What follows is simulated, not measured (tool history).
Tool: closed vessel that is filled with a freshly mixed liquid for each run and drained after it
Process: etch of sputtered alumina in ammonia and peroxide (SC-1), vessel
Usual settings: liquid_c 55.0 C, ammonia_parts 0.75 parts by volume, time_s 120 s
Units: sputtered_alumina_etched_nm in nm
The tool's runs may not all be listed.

run,day,liquid_c,ammonia_parts,time_s,"read-back film thickness of the sputtered alumina reference wafer, read on the same gauge (nm)",sputtered_alumina_etched_nm
1,0.000,55.0,0.65,70,60.03,6.67
2,3.171,55.0,0.65,70,60.04,6.73
3,5.046,55.0,0.65,70,59.97,6.70
4,7.467,59.5,0.75,120,60.01,14.83
5,10.767,55.0,0.75,120,59.99,11.86
# day 14.400: gauge calibrated
6,14.767,55.0,0.75,120,60.05,12.07
7,17.033,55.0,0.75,120,60.01,11.88
8,20.646,55.0,0.85,120,59.96,12.11
# day 20.700: new drum of ammonia solution connected
# day 23.292: ammonia flow meter replaced
9,24.896,62.0,0.75,120,59.98,17.36
# day 25.921: thermometer replaced
10,28.204,59.5,1.10,70,59.99,8.95
11,31.529,55.0,1.15,120,60.02,12.30
12,33.575,55.0,0.75,65,59.97,6.32
13,35.829,55.0,0.75,120,59.99,11.81
14,45.725,55.0,0.75,170,60.00,17.01
15,47.912,47.0,0.40,90,60.01,5.45
# day 49.025: new drum of ammonia solution connected
16,51.750,55.0,0.75,120,60.03,12.06
# day 54.258: thermometer replaced
17,55.217,55.0,0.75,120,60.00,11.47
# day 58.450: ammonia flow meter replaced
18,59.688,50.5,0.35,120,59.96,8.48
19,64.025,55.0,0.75,120,60.03,11.73
20,68.092,55.0,0.75,120,59.99,11.71
21,70.033,55.0,0.75,120,60.03,11.82
22,71.662,55.0,0.75,155,60.02,15.31
23,73.771,62.5,0.75,75,60.04,10.84
# day 77.408: new drum of ammonia solution connected
24,77.862,55.0,0.50,120,60.02,11.39
25,79.738,51.5,0.75,120,59.99,9.88
26,81.746,55.0,0.75,120,60.00,12.03
# day 85.429: thermometer replaced
27,86.200,60.5,0.45,120,60.03,14.64
# day 86.654: ammonia flow meter replaced
28,87.854,61.0,0.85,95,59.96,12.68
29,92.125,50.0,1.10,70,60.00,5.34

3 ways to go on from here, each from the tool as it stands after run 29. What would each give?
A,92.154,55.0,0.75,120,?,?
B,92.154,60.0,0.40,120,?,?
C,92.154,48.0,0.75,85,?,?

run,"read-back film thickness of the sputtered alumina reference wafer, read on the same gauge (nm)",sputtered_alumina_etched_nm
A,60.02,11.74
B,60.02,14.36
C,60.02,5.68
Without the tool's hidden state the same runs would have given:
run,sputtered_alumina_etched_nm
A,11.61
B,14.20
C,5.62
